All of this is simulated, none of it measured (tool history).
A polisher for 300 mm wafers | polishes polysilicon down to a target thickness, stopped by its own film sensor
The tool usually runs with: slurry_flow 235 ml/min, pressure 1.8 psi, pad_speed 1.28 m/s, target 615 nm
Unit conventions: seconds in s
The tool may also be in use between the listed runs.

| run | day | slurry_flow | pressure | pad_speed | target | wafers since the last listed run | wafers polished on this pad | hours since the slurry nozzle was cleaned | hours since the head pressure was calibrated | incoming thickness of the incoming film, nm | seconds |
|---|---|---|---|---|---|---|---|---|---|---|---|
| 1 | 0.000 | 235 | 1.8 | 1.28 | 531 | 0 | 982 | 398.1 | 159.8 | 1029.2 | 95.3 |
| 2 | 1.812 | 235 | 1.8 | 1.28 | 531 | 503 | 1486 | 441.6 | 203.3 | 1046.7 | 100.1 |
| 3 | 3.888 | 270 | 1.8 | 1.28 | 645 | 576 | 2062 | 491.4 | 253.1 | 1040.3 | 74.0 |
|  | 4.521 | slurry nozzle cleaned |
|  | 4.721 | worn pad replaced by a new one |
| 4 | 7.688 | 235 | 1.8 | 1.28 | 615 | 997 | 823 | 76.0 | 344.3 | 1030.7 | 77.8 |
| 5 | 10.350 | 235 | 1.8 | 1.28 | 615 | 739 | 1563 | 139.9 | 408.2 | 1012.3 | 76.9 |
|  | 11.092 | head pressure recalibrated |
|  | 13.229 | worn pad replaced by a new one |
| 6 | 14.325 | 235 | 1.3 | 1.28 | 615 | 1034 | 304 | 235.3 | 77.6 | 1018.8 | 95.9 |
| 7 | 17.904 | 235 | 1.3 | 1.28 | 615 | 994 | 1299 | 321.2 | 163.5 | 1035.2 | 102.1 |
| 8 | 20.238 | 235 | 1.8 | 1.28 | 615 | 648 | 1947 | 377.2 | 219.5 | 1022.3 | 77.7 |
|  | 20.954 | worn pad replaced by a new one |
| 9 | 23.417 | 235 | 2.1 | 1.08 | 615 | 836 | 684 | 453.5 | 295.8 | 1029.0 | 82.9 |
|  | 24.800 | slurry nozzle cleaned |
| 10 | 25.646 | 185 | 1.8 | 1.28 | 615 | 607 | 1292 | 20.3 | 349.3 | 1041.9 | 82.7 |
| 11 | 27.742 | 295 | 1.8 | 1.28 | 615 | 582 | 1874 | 70.6 | 399.6 | 1028.3 | 77.0 |
|  | 28.204 | worn pad replaced by a new one |
|  | 28.671 | head pressure recalibrated |
| 12 | 31.079 | 200 | 1.4 | 1.28 | 615 | 857 | 775 | 150.7 | 57.8 | 1030.6 | 97.5 |
| 13 | 34.962 | 235 | 1.8 | 1.28 | 615 | 1078 | 1853 | 243.9 | 151.0 | 1039.6 | 80.4 |
|  | 35.438 | worn pad replaced by a new one |
| 14 | 37.838 | 235 | 2.0 | 1.40 | 615 | 752 | 666 | 312.9 | 220.0 | 1022.7 | 65.9 |

Run-by-run hidden state of the tool:
removal rate lost through wear of the pad, %: 0 across all the runs
slurry flow missing at the pad, %: 0 across all the runs
deviation of the head's pressure from its setpoint, %: 0 across all the runs
